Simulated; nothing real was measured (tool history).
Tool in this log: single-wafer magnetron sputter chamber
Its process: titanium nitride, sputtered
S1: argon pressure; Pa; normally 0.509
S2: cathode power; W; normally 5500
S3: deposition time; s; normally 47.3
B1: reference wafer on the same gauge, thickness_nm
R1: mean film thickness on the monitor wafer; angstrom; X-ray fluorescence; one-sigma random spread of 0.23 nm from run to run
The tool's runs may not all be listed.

run,hour,S1,S2,S3,B1,R1
1,0,0.509,5500,40.9,49.688,395.65
2,25.6,0.509,5500,40.9,49.776,398.93
3,53.5,0.509,5500,47.3,49.86,461.06
4,82.2,0.509,5500,47.3,49.879,456.51
5,102.8,0.509,6050,47.3,50.006,506.77
6,129.2,0.509,6050,47.3,50.098,510.43
7,149,0.509,6050,47.3,50.166,511.91
8,161.3,0.509,5500,47.3,50.194,461.86
9,189.8,0.509,5500,47.3,50.236,463.2
10,205.7,0.509,5500,47.3,50.353,467.81
11,219.4,0.509,5500,47.3,50.427,464.73
12,232.8,0.509,5500,47.3,50.474,463.9
# hour 245.7: gauge calibrated
13,338.7,0.509,5500,47.3,49.119,455.48
14,361.7,0.509,5500,47.3,49.098,453.1
# hour 392.6: sputter target and shields replaced
15,393.1,0.687,5000,41.6,49.167,339.67
16,405.8,0.699,6650,47.3,49.215,516.88
17,432.5,0.509,5500,47.3,49.166,450.13
18,462.8,0.509,5500,47.3,49.264,456.4
# hour 476.2: magnet pack replaced
19,480.6,0.509,6000,56.3,49.278,583.18
20,493.5,0.509,5500,53.3,49.321,511.74
# hour 526.1: capacitance manometer re-zeroed and calibrated
21,527.7,0.588,5500,40.8,49.342,382.74
22,557,0.509,4250,52,49.422,388.92
23,570.7,0.405,4400,53.2,49.457,426.39
24,603.7,0.509,5500,47.3,49.563,460.85
25,621.6,0.347,5500,47.3,49.591,483.9
26,634.1,0.664,4700,55.8,49.571,437.46
27,647.8,0.374,4800,42.7,49.699,379.47
28,666.2,0.686,6800,39.5,49.777,448.57
29,699.4,0.509,5500,53.8,49.853,521.84

Predict each of these 3 candidate next runs independently; none follows another, all start after run 29:
A,699.8,0.509,5100,47.3,?,?
B,699.8,0.581,5950,47.3,?,?
C,699.8,0.509,6200,47.3,?,?

run,B1,R1
A,49.849,425.88
B,49.849,485.22
C,49.849,517.73
With no hidden state in the tool, these same runs would have given:
run,R1
A,420.44
B,479.03
C,511.13

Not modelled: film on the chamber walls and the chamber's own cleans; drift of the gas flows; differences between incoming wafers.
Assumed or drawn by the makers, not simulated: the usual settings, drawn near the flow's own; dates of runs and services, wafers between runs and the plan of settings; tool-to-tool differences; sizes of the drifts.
